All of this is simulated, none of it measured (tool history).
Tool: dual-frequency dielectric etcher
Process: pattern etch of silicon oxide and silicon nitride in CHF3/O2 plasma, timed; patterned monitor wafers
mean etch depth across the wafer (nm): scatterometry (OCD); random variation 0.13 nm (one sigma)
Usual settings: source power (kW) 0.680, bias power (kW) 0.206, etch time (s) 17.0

run,hour,source power (kW),bias power (kW),etch time (s),wafers since the last listed run,hours since the last wet clean,hours since the last source power generator calibration,hours since the last bias power generator calibration,hours since the last upper electrode change,hours since the gauge calibration,"read-back reference wafer on the same gauge, depth_nm",mean etch depth across the wafer (nm)
1,0.0,0.680,0.206,17.0,0,366.5,4074.1,2364.1,2840.1,194.1,25.31,26.39
# hour 7.9: gauge calibrated
2,14.3,0.680,0.206,17.0,301,380.8,4088.4,2378.4,2854.4,6.4,25.32,26.24
3,21.3,0.790,0.206,17.0,147,387.8,4095.4,2385.4,2861.4,13.4,25.29,28.24
4,34.8,0.680,0.206,17.0,284,401.3,4108.9,2398.9,2874.9,26.9,25.29,26.33
5,44.7,0.680,0.206,17.0,208,411.2,4118.8,2408.8,2884.8,36.8,25.30,26.26
6,62.7,0.680,0.206,18.0,379,429.2,4136.8,2426.8,2902.8,54.8,25.30,27.99
7,72.4,0.680,0.206,18.0,204,438.9,4146.5,2436.5,2912.5,64.5,25.30,28.00
8,79.5,0.680,0.206,18.0,149,446.0,4153.6,2443.6,2919.6,71.6,25.32,27.95
9,88.9,0.580,0.206,17.0,198,455.4,4163.0,2453.0,2929.0,81.0,25.27,24.75
10,98.8,0.580,0.206,17.0,208,465.3,4172.9,2462.9,2938.9,90.9,25.33,24.70
11,109.9,0.680,0.206,17.0,234,476.4,4184.0,2474.0,2950.0,102.0,25.32,26.36
12,121.5,0.680,0.206,17.0,244,488.0,4195.6,2485.6,2961.6,113.6,25.29,26.32
13,131.9,0.680,0.206,17.0,219,498.4,4206.0,2496.0,2972.0,124.0,25.32,26.19
14,144.9,0.680,0.206,17.0,274,511.4,4219.0,2509.0,2985.0,137.0,25.31,26.18
15,185.1,0.600,0.222,18.5,848,551.6,4259.2,2549.2,3025.2,177.2,25.29,27.86
16,197.4,0.560,0.189,13.5,259,563.9,4271.5,2561.5,3037.5,189.5,25.32,18.30
17,209.3,0.680,0.206,17.0,251,575.8,4283.4,2573.4,3049.4,201.4,25.30,25.99
# hour 229.1: bias power generator calibrated
# hour 242.2: upper electrode replaced
18,242.7,0.680,0.256,17.0,342,609.2,4316.8,13.6,0.5,234.8,25.29,28.84
# hour 243.1: gauge calibrated
# hour 270.0: wet clean of the chamber
19,270.5,0.730,0.206,15.0,80,0.5,4344.6,41.4,28.3,27.4,25.27,25.22
# hour 300.1: source power generator calibrated
20,300.6,0.680,0.182,18.5,550,30.6,0.5,71.5,58.4,57.5,25.31,28.73
21,303.9,0.680,0.206,17.0,69,33.9,3.8,74.8,61.7,60.8,25.28,27.94
22,321.5,0.730,0.206,12.5,371,51.5,21.4,92.4,79.3,78.4,25.31,21.04
23,328.0,0.680,0.182,18.5,137,58.0,27.9,98.9,85.8,84.9,25.31,28.52
24,335.3,0.680,0.206,17.0,154,65.3,35.2,106.2,93.1,92.2,25.30,27.62
25,347.2,0.640,0.206,22.0,251,77.2,47.1,118.1,105.0,104.1,25.30,34.97
26,356.8,0.620,0.169,20.0,202,86.8,56.7,127.7,114.6,113.7,25.30,28.21
27,362.9,0.680,0.180,19.0,128,92.9,62.8,133.8,120.7,119.8,25.31,28.95
28,372.0,0.680,0.206,17.0,192,102.0,71.9,142.9,129.8,128.9,25.31,27.77
29,387.3,0.680,0.206,21.5,322,117.3,87.2,158.2,145.1,144.2,25.29,34.77
30,395.1,0.810,0.252,19.0,164,125.1,95.0,166.0,152.9,152.0,25.28,36.71

Hidden state or all else? Some run-to-run changes of mean etch depth across the wafer (nm), split into what the settings, what came in and random variation would give without the hidden state, and what is left for the hidden state (with any gauge scatter that isn't in both results):
The hidden state here: etch rate over this chamber's usual, %; source power that arrives over what is set, %; bias power that arrives over what is set, %; gauge reads high (%).
Run 15 -> 16: source power (kW) 0.600 -> 0.560, bias power (kW) 0.222 -> 0.189, etch time (s) 18.5 -> 13.5. mean etch depth across the wafer (nm) -9.56: hidden state +0.59, all else -10.15.
Run 16 -> 17: source power (kW) 0.560 -> 0.680, bias power (kW) 0.189 -> 0.206, etch time (s) 13.5 -> 17.0. mean etch depth across the wafer (nm) +7.69: hidden state -0.54, all else +8.23.
Run 18 -> 19: source power (kW) 0.680 -> 0.730, bias power (kW) 0.256 -> 0.206, etch time (s) 17.0 -> 15.0, gauge calibrated, wet clean of the chamber. mean etch depth across the wafer (nm) -3.62: hidden state +2.17, all else -5.79.
Run 22 -> 23: source power (kW) 0.730 -> 0.680, bias power (kW) 0.206 -> 0.182, etch time (s) 12.5 -> 18.5. mean etch depth across the wafer (nm) +7.48: hidden state -0.01, all else +7.49.
